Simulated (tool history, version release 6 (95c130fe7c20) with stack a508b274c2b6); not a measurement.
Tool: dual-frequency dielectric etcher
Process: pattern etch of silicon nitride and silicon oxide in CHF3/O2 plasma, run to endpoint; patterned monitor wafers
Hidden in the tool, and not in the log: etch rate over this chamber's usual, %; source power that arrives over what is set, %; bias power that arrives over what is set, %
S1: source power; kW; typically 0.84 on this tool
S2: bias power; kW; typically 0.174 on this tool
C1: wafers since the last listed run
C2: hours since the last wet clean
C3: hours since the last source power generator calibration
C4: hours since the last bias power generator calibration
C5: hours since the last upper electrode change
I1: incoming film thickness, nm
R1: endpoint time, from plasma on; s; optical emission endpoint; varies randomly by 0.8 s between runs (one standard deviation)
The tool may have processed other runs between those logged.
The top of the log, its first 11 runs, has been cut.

run,hour,S1,S2,C1,C2,C3,C4,C5,I1,R1
12,1705.2,0.84,0.174,362,417.2,371.1,2109.8,5752.3,313.9,178.3
13,1753.2,0.84,0.174,301,465.2,419.1,2157.8,5800.3,317.2,177.7
14,1841.9,0.84,0.174,557,553.9,507.8,2246.5,5889,321.2,182.2
# hour 1881: bias power generator calibrated
15,1893.9,0.84,0.174,301,605.9,559.8,12.9,5941,317.3,183.1
16,1955.7,0.68,0.174,388,667.7,621.6,74.7,6002.8,318.1,206.9
# hour 2009: wet clean of the chamber
17,2038.5,0.84,0.2,369,29.5,704.4,157.5,6085.6,320.7,174.5
18,2079.8,0.7,0.174,259,70.8,745.7,198.8,6126.9,315.6,201.2
19,2158,0.84,0.174,491,149,823.9,277,6205.1,317.3,181.9
20,2208.9,0.84,0.218,319,199.9,874.8,327.9,6256,321.2,170.4
# hour 2330.2: upper electrode replaced
21,2330.7,0.84,0.174,614,321.7,996.6,449.7,0.5,319.5,184.3
22,2400,0.69,0.198,435,391,1065.9,519,69.8,317.6,194.4
23,2481.7,0.95,0.209,513,472.7,1147.6,600.7,151.5,320.1,162.5
24,2529.6,0.93,0.139,300,520.6,1195.5,648.6,199.4,316.8,186.3
25,2581.1,0.91,0.189,323,572.1,1247,700.1,250.9,314,167.5
# hour 2700: wet clean of the chamber
26,2700.5,0.92,0.202,599,0.5,1366.4,819.5,370.3,318.5,164.6
27,2756.4,0.84,0.174,351,56.4,1422.3,875.4,426.2,320.7,182.9
28,2806.9,0.84,0.174,317,106.9,1472.8,925.9,476.7,322.8,184
29,2897.7,0.92,0.203,570,197.7,1563.6,1016.7,567.5,317.7,163.9
30,2979.7,0.77,0.152,514,279.7,1645.6,1098.7,649.5,317.3,200.9
31,3023.1,0.95,0.147,272,323.1,1689,1142.1,692.9,318.2,180.6
32,3130.2,0.78,0.187,672,430.2,1796.1,1249.2,800,317.6,185.3
33,3166.5,0.84,0.174,227,466.5,1832.4,1285.5,836.3,322.1,184.3

3 ways to go on from here, each from the tool as it stands after run 33. What would each give?
A,3167,0.84,0.174,3,467,1832.9,1286,836.8,318.1,?
B,3167,0.65,0.158,3,467,1832.9,1286,836.8,318.1,?
C,3167,1.05,0.143,3,467,1832.9,1286,836.8,318.1,?

run,R1
A,182.6
B,218.1
C,173.9
What these runs would have given with no unlogged condition in the tool:
run,R1
A,183.2
B,218.8
C,174.5
